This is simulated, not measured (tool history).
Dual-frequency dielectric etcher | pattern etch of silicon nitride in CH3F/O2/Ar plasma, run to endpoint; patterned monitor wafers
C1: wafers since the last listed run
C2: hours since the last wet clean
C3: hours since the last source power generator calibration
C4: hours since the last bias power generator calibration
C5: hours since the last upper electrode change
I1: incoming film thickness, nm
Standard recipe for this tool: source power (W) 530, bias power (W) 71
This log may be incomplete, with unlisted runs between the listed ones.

{"run": 1, "hour": 0.0, "source power (W)": 530, "bias power (W)": 71, "C1": 0, "C2": 182.5, "C3": 408.1, "C4": 288.4, "C5": 3507.8, "I1": 24.5, "endpoint time (s)": 28.6}
{"run": 2, "hour": 46.9, "source power (W)": 530, "bias power (W)": 71, "C1": 367, "C2": 229.4, "C3": 455.0, "C4": 335.3, "C5": 3554.7, "I1": 24.56, "endpoint time (s)": 28.8}
{"run": 3, "hour": 139.2, "source power (W)": 530, "bias power (W)": 71, "C1": 722, "C2": 321.7, "C3": 547.3, "C4": 427.6, "C5": 3647.0, "I1": 24.39, "endpoint time (s)": 28.4}
{"run": 4, "hour": 240.9, "source power (W)": 530, "bias power (W)": 71, "C1": 796, "C2": 423.4, "C3": 649.0, "C4": 529.3, "C5": 3748.7, "I1": 24.53, "endpoint time (s)": 28.7}
{"hour": 339.2, "done": "wet clean of the chamber"}
{"run": 5, "hour": 339.7, "source power (W)": 480, "bias power (W)": 71, "C1": 585, "C2": 0.5, "C3": 747.8, "C4": 628.1, "C5": 3847.5, "I1": 24.54, "endpoint time (s)": 30.2}
{"run": 6, "hour": 369.7, "source power (W)": 480, "bias power (W)": 71, "C1": 234, "C2": 30.5, "C3": 777.8, "C4": 658.1, "C5": 3877.5, "I1": 24.18, "endpoint time (s)": 29.8}
{"run": 7, "hour": 477.3, "source power (W)": 530, "bias power (W)": 71, "C1": 842, "C2": 138.1, "C3": 885.4, "C4": 765.7, "C5": 3985.1, "I1": 24.35, "endpoint time (s)": 28.4}
{"run": 8, "hour": 579.6, "source power (W)": 530, "bias power (W)": 71, "C1": 800, "C2": 240.4, "C3": 987.7, "C4": 868.0, "C5": 4087.4, "I1": 24.46, "endpoint time (s)": 28.8}
{"run": 9, "hour": 683.8, "source power (W)": 530, "bias power (W)": 71, "C1": 815, "C2": 344.6, "C3": 1091.9, "C4": 972.2, "C5": 4191.6, "I1": 24.65, "endpoint time (s)": 28.8}
{"run": 10, "hour": 761.5, "source power (W)": 530, "bias power (W)": 71, "C1": 608, "C2": 422.3, "C3": 1169.6, "C4": 1049.9, "C5": 4269.3, "I1": 24.64, "endpoint time (s)": 28.9}
{"run": 11, "hour": 853.0, "source power (W)": 530, "bias power (W)": 71, "C1": 716, "C2": 513.8, "C3": 1261.1, "C4": 1141.4, "C5": 4360.8, "I1": 24.23, "endpoint time (s)": 28.6}
{"hour": 886.7, "done": "upper electrode replaced"}
{"hour": 934.1, "done": "wet clean of the chamber"}
{"run": 12, "hour": 946.3, "source power (W)": 530, "bias power (W)": 71, "C1": 354, "C2": 12.2, "C3": 1354.4, "C4": 1234.7, "C5": 59.6, "I1": 24.69, "endpoint time (s)": 28.9}
{"run": 13, "hour": 1033.9, "source power (W)": 530, "bias power (W)": 57, "C1": 685, "C2": 99.8, "C3": 1442.0, "C4": 1322.3, "C5": 147.2, "I1": 24.26, "endpoint time (s)": 30.2}
{"run": 14, "hour": 1099.0, "source power (W)": 530, "bias power (W)": 71, "C1": 509, "C2": 164.9, "C3": 1507.1, "C4": 1387.4, "C5": 212.3, "I1": 24.67, "endpoint time (s)": 28.9}
{"run": 15, "hour": 1172.4, "source power (W)": 530, "bias power (W)": 71, "C1": 574, "C2": 238.3, "C3": 1580.5, "C4": 1460.8, "C5": 285.7, "I1": 24.46, "endpoint time (s)": 28.9}
{"run": 16, "hour": 1230.6, "source power (W)": 530, "bias power (W)": 84, "C1": 455, "C2": 296.5, "C3": 1638.7, "C4": 1519.0, "C5": 343.9, "I1": 24.62, "endpoint time (s)": 27.7}
{"run": 17, "hour": 1280.9, "source power (W)": 630, "bias power (W)": 82, "C1": 393, "C2": 346.8, "C3": 1689.0, "C4": 1569.3, "C5": 394.2, "I1": 24.4, "endpoint time (s)": 25.4}
{"run": 18, "hour": 1375.3, "source power (W)": 430, "bias power (W)": 79, "C1": 739, "C2": 441.2, "C3": 1783.4, "C4": 1663.7, "C5": 488.6, "I1": 24.39, "endpoint time (s)": 31.1}
{"hour": 1388.7, "done": "bias power generator calibrated"}
{"run": 19, "hour": 1475.8, "source power (W)": 610, "bias power (W)": 56, "C1": 755, "C2": 541.7, "C3": 1883.9, "C4": 87.1, "C5": 589.1, "I1": 24.45, "endpoint time (s)": 28.6}
{"hour": 1516.3, "done": "wet clean of the chamber"}
{"run": 20, "hour": 1749.8, "source power (W)": 430, "bias power (W)": 62, "C1": 1957, "C2": 233.5, "C3": 2157.9, "C4": 361.1, "C5": 863.1, "I1": 24.52, "endpoint time (s)": 33.7}
{"hour": 1819.7, "done": "source power generator calibrated"}
{"run": 21, "hour": 1978.5, "source power (W)": 630, "bias power (W)": 79, "C1": 1759, "C2": 462.2, "C3": 158.8, "C4": 589.8, "C5": 1091.8, "I1": 24.61, "endpoint time (s)": 25.3}
{"hour": 2034.3, "done": "wet clean of the chamber"}
{"run": 22, "hour": 2047.2, "source power (W)": 530, "bias power (W)": 66, "C1": 349, "C2": 12.9, "C3": 227.5, "C4": 658.5, "C5": 1160.5, "I1": 24.66, "endpoint time (s)": 29.1}
{"run": 23, "hour": 2123.4, "source power (W)": 570, "bias power (W)": 83, "C1": 596, "C2": 89.1, "C3": 303.7, "C4": 734.7, "C5": 1236.7, "I1": 24.43, "endpoint time (s)": 26.1}
{"run": 24, "hour": 2228.0, "source power (W)": 530, "bias power (W)": 71, "C1": 818, "C2": 193.7, "C3": 408.3, "C4": 839.3, "C5": 1341.3, "I1": 24.32, "endpoint time (s)": 28.3}
{"run": 25, "hour": 2321.4, "source power (W)": 640, "bias power (W)": 86, "C1": 731, "C2": 287.1, "C3": 501.7, "C4": 932.7, "C5": 1434.7, "I1": 24.34, "endpoint time (s)": 24.4}
{"run": 26, "hour": 2401.4, "source power (W)": 530, "bias power (W)": 58, "C1": 626, "C2": 367.1, "C3": 581.7, "C4": 1012.7, "C5": 1514.7, "I1": 24.5, "endpoint time (s)": 30.0}
{"run": 27, "hour": 2498.9, "source power (W)": 580, "bias power (W)": 54, "C1": 763, "C2": 464.6, "C3": 679.2, "C4": 1110.2, "C5": 1612.2, "I1": 24.56, "endpoint time (s)": 29.3}
{"run": 28, "hour": 2593.3, "source power (W)": 600, "bias power (W)": 58, "C1": 739, "C2": 559.0, "C3": 773.6, "C4": 1204.6, "C5": 1706.6, "I1": 24.53, "endpoint time (s)": 28.3}

The next listed run, before its measurement:
{"hour": 2640.5, "done": "wet clean of the chamber"}
{"run": 29, "hour": 2655.6, "source power (W)": 530, "bias power (W)": 71, "C1": 299, "C2": 15.1, "C3": 835.9, "C4": 1266.9, "C5": 1768.9, "I1": 24.28, "endpoint time (s)": "?"}

endpoint time (s): 28.3
Minus the tool's unlogged condition, the same run would have read endpoint time (s) 28.1.

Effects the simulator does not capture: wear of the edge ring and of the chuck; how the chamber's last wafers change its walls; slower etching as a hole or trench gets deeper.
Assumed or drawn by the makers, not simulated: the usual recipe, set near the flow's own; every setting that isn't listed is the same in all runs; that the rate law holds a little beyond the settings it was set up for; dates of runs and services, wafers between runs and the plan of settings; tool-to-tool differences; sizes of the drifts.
